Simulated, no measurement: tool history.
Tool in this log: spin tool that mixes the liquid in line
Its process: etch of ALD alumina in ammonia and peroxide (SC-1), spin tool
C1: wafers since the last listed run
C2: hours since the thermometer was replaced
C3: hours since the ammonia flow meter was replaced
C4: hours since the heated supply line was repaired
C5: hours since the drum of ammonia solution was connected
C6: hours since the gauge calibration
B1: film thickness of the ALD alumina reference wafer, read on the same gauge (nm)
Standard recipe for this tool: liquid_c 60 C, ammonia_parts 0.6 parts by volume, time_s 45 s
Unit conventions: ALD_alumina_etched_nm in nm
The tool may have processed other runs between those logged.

run 1 day=0 | liquid_c=60 ammonia_parts=0.6 time_s=45 | C1=0 C2=1770.5 C3=2090.1 C4=1660.9 C5=744.9 C6=201.8 | B1=39.73 | ALD_alumina_etched_nm=5.77
run 2 day=0.558 | liquid_c=60 ammonia_parts=0.6 time_s=45 | C1=207 C2=1783.9 C3=2103.5 C4=1674.3 C5=758.3 C6=215.2 | B1=39.73 | ALD_alumina_etched_nm=5.82
run 3 day=1.488 | liquid_c=60 ammonia_parts=0.6 time_s=45 | C1=346 C2=1806.2 C3=2125.8 C4=1696.6 C5=780.6 C6=237.5 | B1=39.69 | ALD_alumina_etched_nm=5.74
run 4 day=2.892 | liquid_c=60 ammonia_parts=0.6 time_s=45 | C1=523 C2=1839.9 C3=2159.5 C4=1730.3 C5=814.3 C6=271.2 | B1=39.65 | ALD_alumina_etched_nm=5.78
-- day=3.375 thermometer replaced
run 5 day=4.146 | liquid_c=60 ammonia_parts=0.6 time_s=45 | C1=451 C2=18.5 C3=2189.6 C4=1760.4 C5=844.4 C6=301.3 | B1=39.59 | ALD_alumina_etched_nm=5.79
run 6 day=4.867 | liquid_c=60 ammonia_parts=0.6 time_s=45 | C1=268 C2=35.8 C3=2206.9 C4=1777.7 C5=861.7 C6=318.6 | B1=39.57 | ALD_alumina_etched_nm=5.75
run 7 day=6.025 | liquid_c=60 ammonia_parts=0.6 time_s=45 | C1=431 C2=63.6 C3=2234.7 C4=1805.5 C5=889.5 C6=346.4 | B1=39.5 | ALD_alumina_etched_nm=5.79
run 8 day=7.246 | liquid_c=60 ammonia_parts=0.6 time_s=45 | C1=454 C2=92.9 C3=2264 C4=1834.8 C5=918.8 C6=375.7 | B1=39.44 | ALD_alumina_etched_nm=5.73
run 9 day=7.788 | liquid_c=60 ammonia_parts=0.6 time_s=45 | C1=201 C2=105.9 C3=2277 C4=1847.8 C5=931.8 C6=388.7 | B1=39.4 | ALD_alumina_etched_nm=5.75
run 10 day=8.888 | liquid_c=60 ammonia_parts=0.6 time_s=45 | C1=409 C2=132.3 C3=2303.4 C4=1874.2 C5=958.2 C6=415.1 | B1=39.34 | ALD_alumina_etched_nm=5.71
-- day=10.021 ammonia flow meter replaced
run 11 day=10.183 | liquid_c=69 ammonia_parts=0.5 time_s=20 | C1=467 C2=163.4 C3=3.9 C4=1905.3 C5=989.3 C6=446.2 | B1=39.28 | ALD_alumina_etched_nm=3.94
run 12 day=11.029 | liquid_c=57 ammonia_parts=0.6 time_s=45 | C1=315 C2=183.7 C3=24.2 C4=1925.6 C5=1009.6 C6=466.5 | B1=39.24 | ALD_alumina_etched_nm=4.92
run 13 day=11.908 | liquid_c=63 ammonia_parts=0.6 time_s=35 | C1=327 C2=204.8 C3=45.3 C4=1946.7 C5=1030.7 C6=487.6 | B1=39.15 | ALD_alumina_etched_nm=5.18
run 14 day=12.8 | liquid_c=60 ammonia_parts=0.75 time_s=45 | C1=332 C2=226.2 C3=66.7 C4=1968.1 C5=1052.1 C6=509 | B1=39.12 | ALD_alumina_etched_nm=5.85
run 15 day=13.417 | liquid_c=60 ammonia_parts=0.6 time_s=65 | C1=229 C2=241 C3=81.5 C4=1982.9 C5=1066.9 C6=523.8 | B1=39.06 | ALD_alumina_etched_nm=8.26
-- day=13.683 gauge calibrated
run 16 day=14.267 | liquid_c=63.5 ammonia_parts=0.7 time_s=45 | C1=316 C2=261.4 C3=101.9 C4=2003.3 C5=1087.3 C6=14 | B1=40.07 | ALD_alumina_etched_nm=7.09
run 17 day=15.196 | liquid_c=60 ammonia_parts=0.6 time_s=45 | C1=346 C2=283.7 C3=124.2 C4=2025.6 C5=1109.6 C6=36.3 | B1=40.13 | ALD_alumina_etched_nm=5.84
-- day=15.538 heated supply line repaired
run 18 day=16.154 | liquid_c=66.5 ammonia_parts=0.35 time_s=25 | C1=341 C2=306.7 C3=147.2 C4=14.8 C5=1132.6 C6=59.3 | B1=40.09 | ALD_alumina_etched_nm=4.24
-- day=16.829 new drum of ammonia solution connected
run 19 day=17.262 | liquid_c=60 ammonia_parts=0.6 time_s=45 | C1=397 C2=333.3 C3=173.8 C4=41.4 C5=10.4 C6=85.9 | B1=40.08 | ALD_alumina_etched_nm=5.82
run 20 day=17.867 | liquid_c=60 ammonia_parts=0.7 time_s=45 | C1=225 C2=347.8 C3=188.3 C4=55.9 C5=24.9 C6=100.4 | B1=40.07 | ALD_alumina_etched_nm=5.94
run 21 day=18.496 | liquid_c=60 ammonia_parts=0.6 time_s=45 | C1=234 C2=362.9 C3=203.4 C4=71 C5=40 C6=115.5 | B1=40.06 | ALD_alumina_etched_nm=5.91
run 22 day=19.717 | liquid_c=66 ammonia_parts=0.6 time_s=45 | C1=454 C2=392.2 C3=232.7 C4=100.3 C5=69.3 C6=144.8 | B1=40.05 | ALD_alumina_etched_nm=7.9
run 23 day=21.183 | liquid_c=60 ammonia_parts=0.6 time_s=45 | C1=546 C2=427.4 C3=267.9 C4=135.5 C5=104.5 C6=180 | B1=40 | ALD_alumina_etched_nm=5.82
run 24 day=22.296 | liquid_c=60 ammonia_parts=0.75 time_s=30 | C1=414 C2=454.1 C3=294.6 C4=162.2 C5=131.2 C6=206.7 | B1=39.98 | ALD_alumina_etched_nm=3.98
run 25 day=23.7 | liquid_c=65 ammonia_parts=0.45 time_s=30 | C1=523 C2=487.8 C3=328.3 C4=195.9 C5=164.9 C6=240.4 | B1=39.94 | ALD_alumina_etched_nm=4.85

Here are 4 independent what-if runs from the current tool condition. What would each one return?
run A day=23.717 | liquid_c=60 ammonia_parts=0.6 time_s=45 | C1=6 C2=488.2 C3=328.7 C4=196.3 C5=165.3 C6=240.8 | B1=? | ALD_alumina_etched_nm=?
run B day=23.717 | liquid_c=54.5 ammonia_parts=0.85 time_s=65 | C1=6 C2=488.2 C3=328.7 C4=196.3 C5=165.3 C6=240.8 | B1=? | ALD_alumina_etched_nm=?
run C day=23.717 | liquid_c=51.5 ammonia_parts=0.6 time_s=45 | C1=6 C2=488.2 C3=328.7 C4=196.3 C5=165.3 C6=240.8 | B1=? | ALD_alumina_etched_nm=?
run D day=23.717 | liquid_c=67.5 ammonia_parts=0.4 time_s=55 | C1=6 C2=488.2 C3=328.7 C4=196.3 C5=165.3 C6=240.8 | B1=? | ALD_alumina_etched_nm=?

run=A B1=39.94 ALD_alumina_etched_nm=5.84
run=B B1=39.94 ALD_alumina_etched_nm=6.54
run=C B1=39.94 ALD_alumina_etched_nm=3.73
run=D B1=39.94 ALD_alumina_etched_nm=10
The same runs, with their run-to-run variation unchanged, on a tool lacking any hidden condition would have given:
run=A ALD_alumina_etched_nm=5.85
run=B ALD_alumina_etched_nm=6.55
run=C ALD_alumina_etched_nm=3.73
run=D ALD_alumina_etched_nm=10.02

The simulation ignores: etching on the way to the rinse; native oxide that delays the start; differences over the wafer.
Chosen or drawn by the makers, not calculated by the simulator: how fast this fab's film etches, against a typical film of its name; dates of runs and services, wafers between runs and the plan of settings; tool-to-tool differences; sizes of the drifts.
